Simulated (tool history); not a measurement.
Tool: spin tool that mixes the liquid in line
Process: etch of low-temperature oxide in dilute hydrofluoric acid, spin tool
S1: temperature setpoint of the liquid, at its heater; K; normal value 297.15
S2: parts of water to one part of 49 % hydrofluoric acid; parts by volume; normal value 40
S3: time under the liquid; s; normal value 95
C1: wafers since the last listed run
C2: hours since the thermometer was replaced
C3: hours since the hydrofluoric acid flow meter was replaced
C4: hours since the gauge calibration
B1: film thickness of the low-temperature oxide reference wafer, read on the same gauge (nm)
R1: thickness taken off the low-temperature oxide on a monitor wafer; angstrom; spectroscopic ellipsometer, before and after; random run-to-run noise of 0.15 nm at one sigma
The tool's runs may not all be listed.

run,hour,S1,S2,S3,C1,C2,C3,C4,B1,R1
1,0,297.15,40,95,0,2497.9,1085.2,259.6,60.74,273.1
2,43.5,297.15,40,95,602,2541.4,1128.7,303.1,60.84,275.2
3,109.1,297.15,40,95,908,2607,1194.3,368.7,60.95,275.6
4,164.5,297.15,40,95,767,2662.4,1249.7,424.1,61.11,277.8
5,226.7,297.15,40,95,861,2724.6,1311.9,486.3,61.32,274.5
# hour 346.6: thermometer replaced
# hour 362.6: hydrofluoric acid flow meter replaced
6,440.7,297.15,40,95,2937,94.1,78.1,700.3,61.79,279.7
7,501.6,300.65,35,95,843,155,139,761.2,61.98,372.7
8,542.8,300.65,35,95,570,196.2,180.2,802.4,62.06,372.3
9,573.1,292.15,35,95,419,226.5,210.5,832.7,62.11,260.4
10,625.7,297.15,25,75,728,279.1,263.1,885.3,62.2,360.5
# hour 630.2: gauge calibrated
11,690.6,294.65,40,125,899,344,328,60.4,60.08,321.9
12,723.6,295.15,20,95,457,377,361,93.4,60.19,509.2
13,759.5,295.15,20,95,497,412.9,396.9,129.3,60.23,511.8
14,827.9,293.65,30,80,947,481.3,465.3,197.7,60.41,266.1
15,867.7,297.15,60,150,551,521.1,505.1,237.5,60.52,282.7
16,934.3,297.15,40,95,922,587.7,571.7,304.1,60.67,275.7
17,977.6,294.15,40,95,599,631,615,347.4,60.81,242.7

Branching from run 17: 4 alternative next runs. What would each branch give?
A,978,297.15,40,95,5,631.4,615.4,347.8,?,?
B,978,294.15,55,145,5,631.4,615.4,347.8,?,?
C,978,295.65,40,95,5,631.4,615.4,347.8,?,?
D,978,293.65,50,135,5,631.4,615.4,347.8,?,?

run,B1,R1
A,60.81,273.6
B,60.81,262.8
C,60.81,257
D,60.81,265.2
The same runs, with their run-to-run variation unchanged, on a tool lacking any hidden condition would have given:
run,R1
A,270.1
B,259.5
C,253.7
D,261.8
